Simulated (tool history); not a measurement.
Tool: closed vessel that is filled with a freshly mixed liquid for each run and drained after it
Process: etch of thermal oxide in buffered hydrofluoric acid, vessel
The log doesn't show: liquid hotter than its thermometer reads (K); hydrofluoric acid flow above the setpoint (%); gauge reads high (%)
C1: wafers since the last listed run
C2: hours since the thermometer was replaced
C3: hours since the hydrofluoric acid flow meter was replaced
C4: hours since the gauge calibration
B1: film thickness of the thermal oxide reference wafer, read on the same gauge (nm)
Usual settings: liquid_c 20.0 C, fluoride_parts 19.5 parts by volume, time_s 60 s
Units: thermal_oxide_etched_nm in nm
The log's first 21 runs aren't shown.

run 22 hour=262.4 | liquid_c=17.0 fluoride_parts=19.5 time_s=60 | C1=812 C2=101.9 C3=30.8 C4=101.6 | B1=139.96 | thermal_oxide_etched_nm=24.26
run 23 hour=272.3 | liquid_c=23.0 fluoride_parts=24.0 time_s=90 | C1=1166 C2=111.8 C3=40.7 C4=111.5 | B1=140.03 | thermal_oxide_etched_nm=43.90
run 24 hour=282.1 | liquid_c=21.5 fluoride_parts=25.5 time_s=35 | C1=1154 C2=121.6 C3=50.5 C4=121.3 | B1=139.99 | thermal_oxide_etched_nm=15.12
run 25 hour=295.4 | liquid_c=23.5 fluoride_parts=12.5 time_s=60 | C1=1567 C2=134.9 C3=63.8 C4=134.6 | B1=139.98 | thermal_oxide_etched_nm=54.73
run 26 hour=306.4 | liquid_c=20.0 fluoride_parts=19.5 time_s=60 | C1=1296 C2=145.9 C3=74.8 C4=145.6 | B1=140.04 | thermal_oxide_etched_nm=28.91
run 27 hour=324.1 | liquid_c=20.0 fluoride_parts=14.0 time_s=60 | C1=2085 C2=163.6 C3=92.5 C4=163.3 | B1=139.99 | thermal_oxide_etched_nm=41.05
run 28 hour=335.9 | liquid_c=17.0 fluoride_parts=12.5 time_s=90 | C1=1390 C2=175.4 C3=104.3 C4=175.1 | B1=140.05 | thermal_oxide_etched_nm=58.33
run 29 hour=347.3 | liquid_c=20.0 fluoride_parts=19.5 time_s=60 | C1=1343 C2=186.8 C3=115.7 C4=186.5 | B1=139.97 | thermal_oxide_etched_nm=29.59
run 30 hour=356.4 | liquid_c=18.5 fluoride_parts=24.5 time_s=60 | C1=1072 C2=195.9 C3=124.8 C4=195.6 | B1=140.01 | thermal_oxide_etched_nm=22.85
run 31 hour=363.5 | liquid_c=21.5 fluoride_parts=21.5 time_s=45 | C1=836 C2=203.0 C3=131.9 C4=202.7 | B1=139.98 | thermal_oxide_etched_nm=22.05

Forecast each of these 3 alternatives for the next run:
run A hour=364.2 | liquid_c=23.5 fluoride_parts=19.5 time_s=60 | C1=82 C2=203.7 C3=132.6 C4=203.4 | B1=? | thermal_oxide_etched_nm=?
run B hour=364.2 | liquid_c=20.0 fluoride_parts=26.5 time_s=80 | C1=82 C2=203.7 C3=132.6 C4=203.4 | B1=? | thermal_oxide_etched_nm=?
run C hour=364.2 | liquid_c=20.0 fluoride_parts=27.0 time_s=60 | C1=82 C2=203.7 C3=132.6 C4=203.4 | B1=? | thermal_oxide_etched_nm=?

run=A B1=140.06 thermal_oxide_etched_nm=36.69
run=B B1=140.06 thermal_oxide_etched_nm=31.89
run=C B1=140.06 thermal_oxide_etched_nm=23.61
Without the tool's hidden state the same runs would have given:
run=A thermal_oxide_etched_nm=34.98
run=B thermal_oxide_etched_nm=30.84
run=C thermal_oxide_etched_nm=22.83
